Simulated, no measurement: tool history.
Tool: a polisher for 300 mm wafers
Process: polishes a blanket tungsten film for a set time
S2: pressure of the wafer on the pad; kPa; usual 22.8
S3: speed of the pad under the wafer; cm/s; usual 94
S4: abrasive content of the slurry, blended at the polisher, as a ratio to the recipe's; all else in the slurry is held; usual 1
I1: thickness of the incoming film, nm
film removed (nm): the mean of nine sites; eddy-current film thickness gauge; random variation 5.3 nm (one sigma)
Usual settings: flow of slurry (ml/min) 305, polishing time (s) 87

run 1 day=0 | flow_of_slurry_(ml/min)=305 S2=22.8 S3=94 S4=1 polishing_time_(s)=87 | I1=1145.3 | film_removed_(nm)=361
-- day=0.708 worn pad replaced by a new one
run 2 day=2.888 | flow_of_slurry_(ml/min)=305 S2=22.8 S3=94 S4=1 polishing_time_(s)=87 | I1=1175.9 | film_removed_(nm)=355.5
-- day=3.571 head pressure recalibrated
run 3 day=4.838 | flow_of_slurry_(ml/min)=305 S2=22.8 S3=94 S4=1 polishing_time_(s)=87 | I1=1176.4 | film_removed_(nm)=363.7
-- day=5.317 slurry blender recalibrated
run 4 day=6.612 | flow_of_slurry_(ml/min)=305 S2=22.8 S3=94 S4=1 polishing_time_(s)=87 | I1=1147.5 | film_removed_(nm)=349.2
run 5 day=8.842 | flow_of_slurry_(ml/min)=305 S2=22.8 S3=94 S4=1 polishing_time_(s)=87 | I1=1154.3 | film_removed_(nm)=365.4
run 6 day=10.171 | flow_of_slurry_(ml/min)=305 S2=22.8 S3=94 S4=1 polishing_time_(s)=87 | I1=1158.9 | film_removed_(nm)=360.8
run 7 day=11.383 | flow_of_slurry_(ml/min)=305 S2=22.8 S3=82 S4=1 polishing_time_(s)=87 | I1=1162.7 | film_removed_(nm)=329.8
-- day=12.762 slurry tank refilled with fresh slurry and peroxide
run 8 day=13.042 | flow_of_slurry_(ml/min)=270 S2=22.8 S3=122 S4=1 polishing_time_(s)=87 | I1=1170 | film_removed_(nm)=423.5
run 9 day=14.304 | flow_of_slurry_(ml/min)=220 S2=22.8 S3=106 S4=1.1 polishing_time_(s)=67 | I1=1169.6 | film_removed_(nm)=301.2
run 10 day=17.096 | flow_of_slurry_(ml/min)=250 S2=28.3 S3=94 S4=0.9 polishing_time_(s)=78 | I1=1159.9 | film_removed_(nm)=384.2
run 11 day=18.325 | flow_of_slurry_(ml/min)=305 S2=22.8 S3=108 S4=1 polishing_time_(s)=87 | I1=1154.8 | film_removed_(nm)=405.9
-- day=19.533 worn pad replaced by a new one
run 12 day=21.229 | flow_of_slurry_(ml/min)=305 S2=22.8 S3=94 S4=1 polishing_time_(s)=87 | I1=1149.1 | film_removed_(nm)=360.7
-- day=23.221 slurry nozzle cleaned
run 13 day=23.325 | flow_of_slurry_(ml/min)=305 S2=30.3 S3=94 S4=0.75 polishing_time_(s)=87 | I1=1177.3 | film_removed_(nm)=458
-- day=25.862 slurry blender recalibrated
run 14 day=26.154 | flow_of_slurry_(ml/min)=305 S2=22.8 S3=94 S4=1 polishing_time_(s)=87 | I1=1170.4 | film_removed_(nm)=362.4
run 15 day=29.15 | flow_of_slurry_(ml/min)=305 S2=22.8 S3=94 S4=1 polishing_time_(s)=87 | I1=1141 | film_removed_(nm)=355.6
run 16 day=31.692 | flow_of_slurry_(ml/min)=305 S2=22.8 S3=94 S4=1 polishing_time_(s)=87 | I1=1154.9 | film_removed_(nm)=349.6
-- day=33.788 head pressure recalibrated
run 17 day=33.808 | flow_of_slurry_(ml/min)=345 S2=22.8 S3=86 S4=0.8 polishing_time_(s)=87 | I1=1148.5 | film_removed_(nm)=330
-- day=35.008 slurry tank refilled with fresh slurry and peroxide
run 18 day=36.683 | flow_of_slurry_(ml/min)=265 S2=22.8 S3=94 S4=1 polishing_time_(s)=87 | I1=1155.8 | film_removed_(nm)=352.9

Run 19 comes next. What will it give?
run 19 day=38.646 | flow_of_slurry_(ml/min)=365 S2=22.8 S3=76 S4=1 polishing_time_(s)=116 | I1=1162.6 | film_removed_(nm)=?

Run 19 gave film removed (nm) 439.5.
Without the tool's hidden state the same run would have given film removed (nm) 439.5.
